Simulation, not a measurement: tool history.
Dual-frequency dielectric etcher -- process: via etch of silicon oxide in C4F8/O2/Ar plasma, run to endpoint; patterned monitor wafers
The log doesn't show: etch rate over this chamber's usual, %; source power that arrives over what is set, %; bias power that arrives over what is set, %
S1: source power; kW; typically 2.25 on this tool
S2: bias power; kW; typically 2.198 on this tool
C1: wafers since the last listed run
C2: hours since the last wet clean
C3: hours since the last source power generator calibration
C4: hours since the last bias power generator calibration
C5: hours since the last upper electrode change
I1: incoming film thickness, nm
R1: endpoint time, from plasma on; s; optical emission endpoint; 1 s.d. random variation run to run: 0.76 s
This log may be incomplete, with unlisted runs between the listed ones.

run,hour,S1,S2,C1,C2,C3,C4,C5,I1,R1
1,0,2.25,2.198,0,313.5,2593.9,3863.2,3233.1,1396.6,249.4
2,41.8,2.25,2.198,141,355.3,2635.7,3905,3274.9,1403.4,249.8
3,109.6,2.25,2.198,228,423.1,2703.5,3972.8,3342.7,1390,246.7
4,134.3,2.25,2.198,83,447.8,2728.2,3997.5,3367.4,1400.9,249.6
5,204.5,2.41,2.616,236,518,2798.4,4067.7,3437.6,1399.9,228.3
6,256.2,2.41,2.616,174,569.7,2850.1,4119.4,3489.3,1382.1,225.3
7,311.1,2.41,2.616,185,624.6,2905,4174.3,3544.2,1394.5,226.9
# hour 350: wet clean of the chamber
8,350.5,2.25,2.198,51,0.5,2944.4,4213.7,3583.6,1394.8,255.5
# hour 513.5: bias power generator calibrated
9,514,2.25,2.198,538,164,3107.9,0.5,3747.1,1390.8,251.3
10,656.2,2.25,2.198,479,306.2,3250.1,142.7,3889.3,1394.8,250
11,691.9,1.87,2.711,120,341.9,3285.8,178.4,3925,1396.4,262.4
12,753.3,2.25,1.886,207,403.3,3347.2,239.8,3986.4,1394.6,257.9
13,790.7,2.25,2.198,126,440.7,3384.6,277.2,4023.8,1397.7,247.5
# hour 818: upper electrode replaced
14,843.3,2.72,1.673,96,493.3,3437.2,329.8,25.3,1389.7,237.4
# hour 911.4: source power generator calibrated
15,911.9,2.05,2.382,217,561.9,0.5,398.4,93.9,1399.9,256.4
# hour 981.2: wet clean of the chamber
16,981.6,2.47,2.581,154,0.4,70.2,468.1,163.6,1399.4,231.9
17,1025,2.25,2.198,146,43.8,113.6,511.5,207,1393.8,250.6
18,1215.6,2.7,2.659,643,234.4,304.2,702.1,397.6,1393.9,218
19,1244,2.52,2.686,95,262.8,332.6,730.5,426,1395,225

Run 20 is up next; what results do you expect?
20,1295,2.25,1.656,172,313.8,383.6,781.5,477,1391.5,?

R1: 264 s
Were there no unlogged condition in the tool, this run, its random variation unchanged, would have produced R1 268.5 s.

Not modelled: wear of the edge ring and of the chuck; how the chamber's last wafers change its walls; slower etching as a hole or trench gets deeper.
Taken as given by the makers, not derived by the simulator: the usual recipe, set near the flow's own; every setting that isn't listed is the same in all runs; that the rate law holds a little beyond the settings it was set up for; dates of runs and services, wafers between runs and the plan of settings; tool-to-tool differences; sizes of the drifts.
